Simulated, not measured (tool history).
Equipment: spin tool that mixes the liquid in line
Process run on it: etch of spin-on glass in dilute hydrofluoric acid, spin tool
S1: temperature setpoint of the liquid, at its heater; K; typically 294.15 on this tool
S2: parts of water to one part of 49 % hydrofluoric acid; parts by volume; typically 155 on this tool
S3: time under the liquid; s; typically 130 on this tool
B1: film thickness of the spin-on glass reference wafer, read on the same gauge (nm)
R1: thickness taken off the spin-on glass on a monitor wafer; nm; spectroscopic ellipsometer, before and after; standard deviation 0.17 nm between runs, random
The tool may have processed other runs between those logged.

run    hour      S1   S2   S3      B1     R1
  1     0.0  294.15  155  130  150.01  22.39
       82.9  -- thermometer replaced
  2    93.9  294.15  155  130  149.98  20.84
  3   160.3  294.15  155  130  150.00  20.57
  4   239.5  294.15  155  130  149.98  20.48
  5   290.8  294.15  155  130  150.02  20.61
  6   386.7  294.15  210  130  149.99  14.48
  7   429.8  294.15  210  130  149.99  14.80
      485.4  -- gauge calibrated
  8   515.4  294.15  210  130  150.00  14.69
  9   553.3  294.15  110   70  150.00  16.87
 10   657.4  294.15  155  130  150.01  21.36
 11   722.2  294.15  155  130  150.00  21.52
 12   792.4  294.15  155  130  150.01  22.10
      822.1  -- hydrofluoric acid flow meter replaced
 13   867.5  294.15  155  130  150.02  20.67
 14   925.5  294.15  155  130  150.00  21.03
 15  1007.9  294.15  155  130  149.99  21.26
 16  1097.9  294.15  155  130  150.00  21.36
 17  1187.1  291.15   80   60  150.00  18.46
 18  1257.9  296.15  130   55  150.01  11.99
 19  1364.6  294.15  175  180  149.98  26.22
 20  1413.8  294.15  155  130  149.98  22.01
 21  1554.3  294.15  155  130  150.02  22.58
     1585.7  -- thermometer replaced
 22  1635.5  294.15  195  180  150.01  21.21
 23  1674.2  294.15  110   70  150.01  16.28
 24  1745.5  294.15   95  130  150.01  35.38
 25  1799.0  291.65  125  130  150.01  23.48
 26  1867.2  297.65  110  130  150.00  35.31
 27  1963.5  290.15  155  130  150.00  17.35
 28  2050.2  291.15  155  180  149.99  25.29
 29  2132.7  294.15  155  130  150.01  21.35
 30  2171.4  290.65   85   95  150.00  26.16
 31  2265.2  294.15  155  130  149.99  21.62
 32  2366.8  294.15  155  100  150.01  16.70
 33  2466.7  294.15  130  130  150.01  26.44

Some steps in R1, run to run, broken into two amounts with sign: the step expected even without the hidden condition (settings, incoming material, random variation), and the rest, left for the hidden condition together with whatever gauge scatter is not in both the measured and the hidden-condition-free result:
The hidden state here: liquid hotter than its thermometer reads (K); hydrofluoric acid flow above the setpoint (%); gauge reads high (%).
Run 1 -> 2: thermometer replaced. R1 -1.55 nm: hidden state -1.80, all else +0.25.
Run 18 -> 19: S1 296.15 -> 294.15, S2 130 -> 175, S3 55 -> 180. R1 +14.23 nm: hidden state +1.49, all else +12.74.
Run 21 -> 22: S2 155 -> 195, S3 130 -> 180, thermometer replaced. R1 -1.37 nm: hidden state -1.97, all else +0.60.
Run 23 -> 24: S2 110 -> 95, S3 70 -> 130. R1 +19.10 nm: hidden state +0.81, all else +18.29.
Run 26 -> 27: S1 297.65 -> 290.15, S2 110 -> 155. R1 -17.96 nm: hidden state -0.69, all else -17.27.
